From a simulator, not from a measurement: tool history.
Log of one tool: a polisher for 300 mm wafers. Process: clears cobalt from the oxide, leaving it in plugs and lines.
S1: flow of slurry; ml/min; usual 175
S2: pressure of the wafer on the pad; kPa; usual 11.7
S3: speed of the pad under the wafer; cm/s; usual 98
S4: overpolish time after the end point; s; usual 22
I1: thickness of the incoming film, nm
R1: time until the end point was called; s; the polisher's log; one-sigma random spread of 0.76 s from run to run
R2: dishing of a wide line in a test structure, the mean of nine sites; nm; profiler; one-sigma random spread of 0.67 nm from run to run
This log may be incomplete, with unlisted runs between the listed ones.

{"run": 1, "day": 0.0, "S1": 175, "S2": 11.7, "S3": 98, "S4": 22, "I1": 393.3, "R1": 86.6, "R2": 46.1}
{"run": 2, "day": 2.254, "S1": 175, "S2": 11.7, "S3": 98, "S4": 22, "I1": 389.9, "R1": 85.8, "R2": 47.8}
{"run": 3, "day": 5.529, "S1": 175, "S2": 11.7, "S3": 98, "S4": 22, "I1": 384, "R1": 88.6, "R2": 47}
{"run": 4, "day": 8.767, "S1": 175, "S2": 11.7, "S3": 98, "S4": 25, "I1": 391.1, "R1": 91.1, "R2": 50.5}
{"day": 10.804, "done": "worn pad replaced by a new one"}
{"run": 5, "day": 11.225, "S1": 175, "S2": 11.7, "S3": 98, "S4": 22, "I1": 386.4, "R1": 90.9, "R2": 46}
{"run": 6, "day": 12.738, "S1": 175, "S2": 11.7, "S3": 98, "S4": 22, "I1": 398.5, "R1": 94.1, "R2": 47.1}
{"day": 15.254, "done": "slurry nozzle cleaned"}
{"run": 7, "day": 15.45, "S1": 175, "S2": 11.7, "S3": 98, "S4": 22, "I1": 388.4, "R1": 85.2, "R2": 47.8}
{"day": 16.5, "done": "head pressure recalibrated"}
{"run": 8, "day": 18.921, "S1": 220, "S2": 11.7, "S3": 72, "S4": 22, "I1": 392, "R1": 113, "R2": 41.7}
{"run": 9, "day": 20.55, "S1": 220, "S2": 11.7, "S3": 72, "S4": 22, "I1": 397, "R1": 116, "R2": 42.8}
{"run": 10, "day": 26.092, "S1": 220, "S2": 11.7, "S3": 72, "S4": 22, "I1": 392.7, "R1": 117.3, "R2": 41.5}
{"day": 29.662, "done": "worn pad replaced by a new one"}
{"run": 11, "day": 29.683, "S1": 175, "S2": 11.7, "S3": 98, "S4": 22, "I1": 393, "R1": 92.6, "R2": 46.9}
{"day": 30.992, "done": "slurry nozzle cleaned"}
{"run": 12, "day": 33.846, "S1": 175, "S2": 11.7, "S3": 98, "S4": 22, "I1": 391.2, "R1": 87.9, "R2": 47.5}
{"run": 13, "day": 36.575, "S1": 175, "S2": 11.7, "S3": 98, "S4": 22, "I1": 388.6, "R1": 86.5, "R2": 46.8}
{"run": 14, "day": 38.375, "S1": 175, "S2": 11.7, "S3": 98, "S4": 22, "I1": 398.2, "R1": 89.8, "R2": 47.8}
{"run": 15, "day": 41.554, "S1": 175, "S2": 11.7, "S3": 98, "S4": 22, "I1": 386, "R1": 87.9, "R2": 47.5}
{"run": 16, "day": 44.108, "S1": 175, "S2": 11.7, "S3": 98, "S4": 22, "I1": 389.1, "R1": 90, "R2": 47.3}
{"run": 17, "day": 45.904, "S1": 175, "S2": 14.5, "S3": 80, "S4": 22, "I1": 392.7, "R1": 95.3, "R2": 46.8}
{"day": 46.371, "done": "worn pad replaced by a new one"}
{"run": 18, "day": 47.892, "S1": 140, "S2": 13.8, "S3": 128, "S4": 9, "I1": 390, "R1": 65.9, "R2": 34.2}
{"run": 19, "day": 49.45, "S1": 175, "S2": 14.5, "S3": 116, "S4": 22, "I1": 394.5, "R1": 67.8, "R2": 51}
{"day": 49.758, "done": "head pressure recalibrated"}
{"day": 49.962, "done": "slurry nozzle cleaned"}
{"run": 20, "day": 53.825, "S1": 175, "S2": 11.7, "S3": 98, "S4": 22, "I1": 398.3, "R1": 87.7, "R2": 46.6}
{"run": 21, "day": 56.238, "S1": 195, "S2": 10.3, "S3": 116, "S4": 22, "I1": 389.9, "R1": 79.6, "R2": 47.6}
{"run": 22, "day": 60.579, "S1": 175, "S2": 13.8, "S3": 98, "S4": 22, "I1": 392.1, "R1": 77.4, "R2": 50.2}
{"run": 23, "day": 62.225, "S1": 215, "S2": 11.7, "S3": 98, "S4": 22, "I1": 391.5, "R1": 86.8, "R2": 47.6}
{"day": 63.708, "done": "worn pad replaced by a new one"}
{"day": 65.708, "done": "slurry nozzle cleaned"}
{"run": 24, "day": 66.471, "S1": 190, "S2": 9.7, "S3": 78, "S4": 32, "I1": 389.1, "R1": 123.3, "R2": 47.1}
{"run": 25, "day": 68.975, "S1": 175, "S2": 11.7, "S3": 98, "S4": 22, "I1": 394.7, "R1": 87.4, "R2": 46.3}
{"run": 26, "day": 71.879, "S1": 175, "S2": 11.7, "S3": 122, "S4": 22, "I1": 392.3, "R1": 72.5, "R2": 50.7}
{"run": 27, "day": 74.983, "S1": 175, "S2": 10.3, "S3": 98, "S4": 32, "I1": 389, "R1": 99.2, "R2": 52.2}
{"run": 28, "day": 77.542, "S1": 125, "S2": 10.3, "S3": 120, "S4": 31, "I1": 397.3, "R1": 92, "R2": 51.5}
{"run": 29, "day": 81.804, "S1": 205, "S2": 11.7, "S3": 114, "S4": 15, "I1": 395.2, "R1": 79.9, "R2": 41.8}
{"day": 82.046, "done": "slurry nozzle cleaned"}
{"day": 82.575, "done": "worn pad replaced by a new one"}
{"day": 83.646, "done": "head pressure recalibrated"}
{"run": 30, "day": 84.833, "S1": 205, "S2": 11.7, "S3": 98, "S4": 22, "I1": 389, "R1": 84.7, "R2": 48.5}
{"run": 31, "day": 87.479, "S1": 175, "S2": 11.7, "S3": 98, "S4": 29, "I1": 386, "R1": 87.5, "R2": 50.7}

Some steps in R1 between neighbouring runs. How much of each would the tool show without its hidden state too (settings, what came in, random variation), and how much is left for the hidden state, with any gauge scatter that isn't in both results?
The tool's hidden condition here consists of: removal rate lost through wear of the pad, %; slurry flow missing at the pad, %; deviation of the head's pressure from its setpoint, %.
Run 6 -> 7: slurry nozzle cleaned. R1 -8.9 s: hidden state -6.4, all else -2.5.
Run 11 -> 12: slurry nozzle cleaned. R1 -4.7 s: hidden state -5.8, all else +1.1.
Run 17 -> 18: S1 175 -> 140, S2 14.5 -> 13.8, S3 80 -> 128, S4 22 -> 9, worn pad replaced by a new one. R1 -29.4 s: hidden state +0.1, all else -29.5.
Run 23 -> 24: S1 215 -> 190, S2 11.7 -> 9.7, S3 98 -> 78, S4 22 -> 32, worn pad replaced by a new one, slurry nozzle cleaned. R1 +36.5 s: hidden state -2.6, all else +39.1.
Run 24 -> 25: S1 190 -> 175, S2 9.7 -> 11.7, S3 78 -> 98, S4 32 -> 22. R1 -35.9 s: hidden state +0.6, all else -36.5.
Run 29 -> 30: S3 114 -> 98, S4 15 -> 22, slurry nozzle cleaned, worn pad replaced by a new one, head pressure recalibrated. R1 +4.8 s: hidden state -5.7, all else +10.5.
